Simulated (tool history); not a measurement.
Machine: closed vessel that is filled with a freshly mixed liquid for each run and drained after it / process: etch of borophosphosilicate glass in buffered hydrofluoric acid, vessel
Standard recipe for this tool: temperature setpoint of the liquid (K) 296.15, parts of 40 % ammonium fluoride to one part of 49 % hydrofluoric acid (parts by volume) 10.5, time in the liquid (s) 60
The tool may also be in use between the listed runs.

run    hour  temperature setpoint of the liquid (K)  parts of 40 % ammonium fluoride to one part of 49 % hydrofluoric acid (parts by volume)  time in the liquid (s)  wafers since the last listed run  hours since the thermometer was replaced  hours since the hydrofluoric acid flow meter was replaced  hours since the gauge calibration  read-back film thickness of the borophosphosilicate glass reference wafer, read on the same gauge (nm)  thickness taken off the borophosphosilicate glass on a monitor wafer (nm)
  1       0                                  296.15                                                                                     10.5                      60                                 0                                    1344.1                                                      902.7                             1955.8                                                                                                     140                                                                     116.11
  2    61.8                                  296.15                                                                                     10.5                      60                              8708                                    1405.9                                                      964.5                             2017.6                                                                                                  140.01                                                                     116.04
  3   100.6                                  296.15                                                                                     10.5                      60                              5467                                    1444.7                                                     1003.3                             2056.4                                                                                                  139.97                                                                     115.87
      143.2  -- thermometer replaced
  4   245.1                                  296.15                                                                                     10.5                      60                             20220                                     101.9                                                     1147.8                             2200.9                                                                                                  140.03                                                                     121.33
  5   340.9                                  296.15                                                                                     10.5                      60                             13499                                     197.7                                                     1243.6                             2296.7                                                                                                  139.98                                                                     120.69
  6   408.9                                  296.15                                                                                     10.5                      60                              9581                                     265.7                                                     1311.6                             2364.7                                                                                                  140.06                                                                     118.99
  7   500.4                                  296.15                                                                                     10.5                      60                             12893                                     357.2                                                     1403.1                             2456.2                                                                                                  139.97                                                                     119.68
  8   568.9                                  296.15                                                                                     10.5                      60                              9652                                     425.7                                                     1471.6                             2524.7                                                                                                  140.02                                                                     119.31
  9   673.5                                  296.15                                                                                     10.5                      60                             14739                                     530.3                                                     1576.2                             2629.3                                                                                                  140.03                                                                     119.21
      718.2  -- gauge calibrated
 10   751.2                                  296.15                                                                                     10.5                      60                             10948                                       608                                                     1653.9                                 33                                                                                                  140.01                                                                     118.28
 11   815.6                                  296.15                                                                                     10.5                      60                              9074                                     672.4                                                     1718.3                               97.4                                                                                                  139.98                                                                     118.42
 12   883.7                                  296.15                                                                                     10.5                      60                              9595                                     740.5                                                     1786.4                              165.5                                                                                                  139.99                                                                     117.99
 13   982.2                                  296.15                                                                                     10.5                      80                             13879                                       839                                                     1884.9                                264                                                                                                  140.03                                                                     156.28
 14  1041.5                                  297.65                                                                                       14                      95                              8355                                     898.3                                                     1944.2                              323.3                                                                                                  140.02                                                                     152.03
 15  1089.2                                  291.65                                                                                        7                      60                              6721                                       946                                                     1991.9                                371                                                                                                  140.02                                                                     134.09
 16  1195.9                                  296.15                                                                                     10.5                      60                             15035                                    1052.7                                                     2098.6                              477.7                                                                                                  139.99                                                                     116.63
 17  1239.7                                  300.15                                                                                     10.5                      35                              6171                                    1096.5                                                     2142.4                              521.5                                                                                                  139.99                                                                      83.95
 18  1289.1                                  296.15                                                                                     10.5                      60                              6960                                    1145.9                                                     2191.8                              570.9                                                                                                     140                                                                     115.74
 19    1374                                  301.15                                                                                     10.5                      45                             11963                                    1230.8                                                     2276.7                              655.8                                                                                                     140                                                                        113
 20  1466.8                                  296.15                                                                                     10.5                      60                             13076                                    1323.6                                                     2369.5                              748.6                                                                                                  140.02                                                                     114.62
 21    1543                                  296.15                                                                                     10.5                      60                             10737                                    1399.8                                                     2445.7                              824.8                                                                                                  139.95                                                                     114.32
 22  1614.2                                  296.15                                                                                     10.5                      60                             10032                                      1471                                                     2516.9                                896                                                                                                  139.98                                                                     113.75
     1740.5  -- hydrofluoric acid flow meter replaced
     1745.7  -- thermometer replaced
 23  1803.2                                  296.15                                                                                      6.5                      70                             26350                                      57.5                                                       62.7                               1085                                                                                                  140.02                                                                        225
 24  1874.4                                  299.15                                                                                      9.5                      70                             10032                                     128.7                                                      133.9                             1156.2                                                                                                     140                                                                     181.88
 25  1935.5                                  296.15                                                                                     10.5                      60                              8609                                     189.8                                                        195                             1217.3                                                                                                  140.01                                                                      121.9
 26  2012.6                                  297.65                                                                                        7                      85                             10864                                     266.9                                                      272.1                             1294.4                                                                                                  140.01                                                                     274.22
 27  2061.2                                  300.65                                                                                        8                      70                              6848                                     315.5                                                      320.7                               1343                                                                                                  139.98                                                                     230.92
 28  2098.5                                  292.65                                                                                     10.5                      40                              5255                                     352.8                                                        358                             1380.3                                                                                                  139.95                                                                      66.86
 29  2159.7                                  296.15                                                                                     10.5                      70                              8623                                       414                                                      419.2                             1441.5                                                                                                  140.02                                                                      140.6
 30    2478                                  296.15                                                                                     10.5                      60                             44851                                     732.3                                                      737.5                             1759.8                                                                                                  139.97                                                                     119.17
 31  2565.9                                  298.65                                                                                       14                      40                             12385                                     820.2                                                      825.4                             1847.7                                                                                                  140.02                                                                       67.9

4 options for the next run, each taken on its own from the tool as it stands now. Forecast them:
  A  2566.6                                  296.15                                                                                     10.5                      60                                98                                     820.9                                                      826.1                             1848.4                                                                                                       ?                                                                          ?
  B  2566.6                                  298.65                                                                                     10.5                      60                                98                                     820.9                                                      826.1                             1848.4                                                                                                       ?                                                                          ?
  C  2566.6                                  292.15                                                                                     12.5                      85                                98                                     820.9                                                      826.1                             1848.4                                                                                                       ?                                                                          ?
  D  2566.6                                  300.15                                                                                        9                      80                                98                                     820.9                                                      826.1                             1848.4                                                                                                       ?                                                                          ?

run  read-back film thickness of the borophosphosilicate glass reference wafer, read on the same gauge (nm)  thickness taken off the borophosphosilicate glass on a monitor wafer (nm)
  A                                                                                                  139.99                                                                     119.07
  B                                                                                                  139.99                                                                     136.29
  C                                                                                                  139.99                                                                     113.96
  D                                                                                                  139.99                                                                     221.43
Stripped of hidden state, with their random variation kept, the same runs would have yielded:
run  thickness taken off the borophosphosilicate glass on a monitor wafer (nm)
  A                                                                     123.68
  B                                                                      141.5
  C                                                                     118.47
  D                                                                      229.2
